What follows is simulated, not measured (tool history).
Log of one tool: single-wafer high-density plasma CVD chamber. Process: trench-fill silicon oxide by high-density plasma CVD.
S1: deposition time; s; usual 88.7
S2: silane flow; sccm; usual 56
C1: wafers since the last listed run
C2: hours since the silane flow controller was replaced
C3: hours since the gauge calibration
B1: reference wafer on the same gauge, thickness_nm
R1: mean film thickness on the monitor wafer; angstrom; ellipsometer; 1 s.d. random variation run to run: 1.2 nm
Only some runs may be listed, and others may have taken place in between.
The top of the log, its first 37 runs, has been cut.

Run 38, hour 449.7: usual settings; C1 112; C2 260.8; C3 283.5; B1 403.941. Result: R1 4664.67 angstrom.
Run 39, hour 460.6: usual settings but S1 82.1 s; C1 169; C2 271.7; C3 294.4; B1 404.115. Result: R1 4313.40 angstrom.
Run 40, hour 470.6: usual settings; C1 155; C2 281.7; C3 304.4; B1 403.909. Result: R1 4666.88 angstrom.
Run 41, hour 480.4: usual settings; C1 152; C2 291.5; C3 314.2; B1 404.063. Result: R1 4659.34 angstrom.
Run 42, hour 490.9: usual settings but S1 94.3 s, S2 66 sccm; C1 163; C2 302.0; C3 324.7; B1 403.784. Result: R1 5850.88 angstrom.
At hour 495.3: gauge calibrated.
Run 43, hour 500.3: usual settings but S1 102.9 s, S2 66 sccm; C1 146; C2 311.4; C3 5.0; B1 403.789. Result: R1 6373.32 angstrom.
Run 44, hour 517.5: usual settings; C1 267; C2 328.6; C3 22.2; B1 403.934. Result: R1 4688.38 angstrom.
Run 45, hour 532.6: usual settings but S1 102.9 s, S2 53 sccm; C1 234; C2 343.7; C3 37.3; B1 403.955. Result: R1 5137.01 angstrom.

3 options for the next run, each taken on its own from the tool as it stands now. Forecast them:
Run A, hour 533.0: usual settings; C1 6; C2 344.1; C3 37.7; B1 ?. Result: R1 ?.
Run B, hour 533.0: usual settings but S1 72.1 s, S2 60 sccm; C1 6; C2 344.1; C3 37.7; B1 ?. Result: R1 ?.
Run C, hour 533.0: usual settings but S2 48 sccm; C1 6; C2 344.1; C3 37.7; B1 ?. Result: R1 ?.

run       B1       R1
  A  404.109  4649.83
  B  404.109  4049.60
  C  404.109  3985.57
Without the tool's unlogged condition, the same runs would have read:
run       R1
  A  4690.03
  B  4084.61
  C  4020.02
